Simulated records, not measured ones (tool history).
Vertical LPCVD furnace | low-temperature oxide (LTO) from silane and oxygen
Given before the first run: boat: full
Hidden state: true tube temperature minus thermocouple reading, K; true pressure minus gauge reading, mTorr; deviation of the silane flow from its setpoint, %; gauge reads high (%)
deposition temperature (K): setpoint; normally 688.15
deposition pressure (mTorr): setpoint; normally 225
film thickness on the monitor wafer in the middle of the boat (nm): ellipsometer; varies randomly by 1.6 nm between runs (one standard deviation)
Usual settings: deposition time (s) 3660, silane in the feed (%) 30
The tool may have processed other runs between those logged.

| run | hour | deposition temperature (K) | deposition pressure (mTorr) | deposition time (s) | silane in the feed (%) | wafers since the last listed run | hours since the last temperature calibration | hours since the pressure gauge was zeroed | hours since the silane flow controller was replaced | hours since the gauge calibration | read-back reference wafer on the same gauge, thickness | film thickness on the monitor wafer in the middle of the boat (nm) |
|---|---|---|---|---|---|---|---|---|---|---|---|---|
| 1 | 0 | 688.15 | 225 | 3660 | 32 | 0 | 2093.3 | 3074.5 | 3713.5 | 666.3 | 547.22 | 533.08 |
| 2 | 83.3 | 688.15 | 225 | 3660 | 30 | 971 | 2176.6 | 3157.8 | 3796.8 | 749.6 | 547.77 | 490.88 |
| 3 | 157.1 | 688.15 | 225 | 3660 | 30 | 860 | 2250.4 | 3231.6 | 3870.6 | 823.4 | 547.11 | 490.9 |
| 4 | 248.6 | 688.15 | 225 | 3660 | 30 | 1067 | 2341.9 | 3323.1 | 3962.1 | 914.9 | 547.02 | 490.6 |
| 5 | 339.1 | 688.15 | 225 | 3660 | 30 | 1055 | 2432.4 | 3413.6 | 4052.6 | 1005.4 | 547.08 | 492.05 |
| 6 | 391.5 | 688.15 | 225 | 3660 | 30 | 611 | 2484.8 | 3466 | 4105 | 1057.8 | 547.39 | 490.32 |
| 7 | 493.6 | 688.15 | 225 | 3660 | 30 | 1190 | 2586.9 | 3568.1 | 4207.1 | 1159.9 | 547.08 | 492.13 |
| 8 | 591.1 | 688.15 | 225 | 3660 | 28 | 1137 | 2684.4 | 3665.6 | 4304.6 | 1257.4 | 547.01 | 447.85 |
|  | 646.9 | pressure gauge zeroed |
|  | 659.5 | silane flow controller replaced |
| 9 | 683.4 | 688.15 | 225 | 3660 | 30 | 648 | 2776.7 | 36.5 | 23.9 | 1349.7 | 547.34 | 474.54 |
|  | 732.6 | thermocouples replaced and temperature profile calibrated |
| 10 | 756.3 | 688.15 | 225 | 3660 | 30 | 570 | 23.7 | 109.4 | 96.8 | 1422.6 | 547.76 | 473.01 |
| 11 | 841.4 | 688.15 | 225 | 3660 | 30 | 992 | 108.8 | 194.5 | 181.9 | 1507.7 | 547.73 | 473.19 |
| 12 | 903.9 | 688.15 | 225 | 3660 | 30 | 728 | 171.3 | 257 | 244.4 | 1570.2 | 547.07 | 476.84 |
| 13 | 978.4 | 688.15 | 225 | 4050 | 30 | 868 | 245.8 | 331.5 | 318.9 | 1644.7 | 547.5 | 525.25 |
| 14 | 1020 | 688.15 | 195 | 3660 | 30 | 485 | 287.4 | 373.1 | 360.5 | 1686.3 | 546.73 | 412.01 |
| 15 | 1078 | 688.15 | 170 | 2790 | 30 | 676 | 345.4 | 431.1 | 418.5 | 1744.3 | 546.88 | 272.76 |
| 16 | 1124.5 | 688.15 | 260 | 3660 | 30 | 542 | 391.9 | 477.6 | 465 | 1790.8 | 546.66 | 546.13 |
|  | 1160.7 | gauge calibrated |
| 17 | 1161.2 | 688.15 | 225 | 3660 | 28 | 428 | 428.6 | 514.3 | 501.7 | 0.5 | 546.77 | 427.16 |
| 18 | 1207.4 | 688.15 | 195 | 4110 | 26 | 538 | 474.8 | 560.5 | 547.9 | 46.7 | 547.48 | 373.76 |
| 19 | 1272.5 | 688.15 | 225 | 3660 | 30 | 759 | 539.9 | 625.6 | 613 | 111.8 | 547.07 | 472.34 |
| 20 | 1376.5 | 688.15 | 225 | 3660 | 32 | 1212 | 643.9 | 729.6 | 717 | 215.8 | 545.68 | 520.98 |
| 21 | 1438.8 | 688.15 | 225 | 3660 | 30 | 726 | 706.2 | 791.9 | 779.3 | 278.1 | 546.37 | 474.36 |
| 22 | 1498.1 | 688.15 | 225 | 3660 | 30 | 691 | 765.5 | 851.2 | 838.6 | 337.4 | 547.67 | 475.61 |
| 23 | 1579.3 | 688.15 | 225 | 3150 | 30 | 947 | 846.7 | 932.4 | 919.8 | 418.6 | 547.41 | 407.02 |
| 24 | 1676.7 | 685.15 | 225 | 3660 | 30 | 1135 | 944.1 | 1029.8 | 1017.2 | 516 | 547.35 | 458.16 |
| 25 | 1734.8 | 697.15 | 225 | 3660 | 34 | 677 | 1002.2 | 1087.9 | 1075.3 | 574.1 | 546.71 | 623.01 |
| 26 | 1817.8 | 684.15 | 170 | 3660 | 30 | 968 | 1085.2 | 1170.9 | 1158.3 | 657.1 | 546.88 | 343.05 |
| 27 | 1920.4 | 688.15 | 225 | 3660 | 30 | 1196 | 1187.8 | 1273.5 | 1260.9 | 759.7 | 546.57 | 476.58 |
| 28 | 1997.4 | 688.15 | 240 | 3660 | 30 | 898 | 1264.8 | 1350.5 | 1337.9 | 836.7 | 547.48 | 503.96 |
| 29 | 2075.4 | 699.15 | 195 | 3660 | 35 | 909 | 1342.8 | 1428.5 | 1415.9 | 914.7 | 546.21 | 570.57 |
| 30 | 2138.3 | 696.15 | 180 | 3030 | 32 | 733 | 1405.7 | 1491.4 | 1478.8 | 977.6 | 547.7 | 375.38 |

Table of differences, measured result less the result of that run with no hidden state. Run-to-run variation is the same in both. Gauge scatter possibly is not:
| run | film thickness on the monitor wafer in the middle of the boat (nm) |
|---|---|
| 1 | +14.46 |
| 2 | +14.92 |
| 3 | +15.56 |
| 4 | +16.33 |
| 5 | +17.19 |
| 6 | +17.59 |
| 7 | +18.59 |
| 8 | +18.88 |
| 9 | +0.17 |
| 10 | +0.18 |
| 11 | +0.2 |
| 12 | +0.24 |
| 13 | +0.32 |
| 14 | +0.28 |
| 15 | +0.21 |
| 16 | +0.49 |
| 17 | +0.44 |
| 18 | +0.46 |
| 19 | +0.61 |
| 20 | +0.79 |
| 21 | +0.88 |
| 22 | +0.99 |
| 23 | +0.99 |
| 24 | +1.34 |
| 25 | +1.7 |
| 26 | +1.26 |
| 27 | +2.03 |
| 28 | +2.39 |
| 29 | +2.46 |
| 30 | +1.98 |
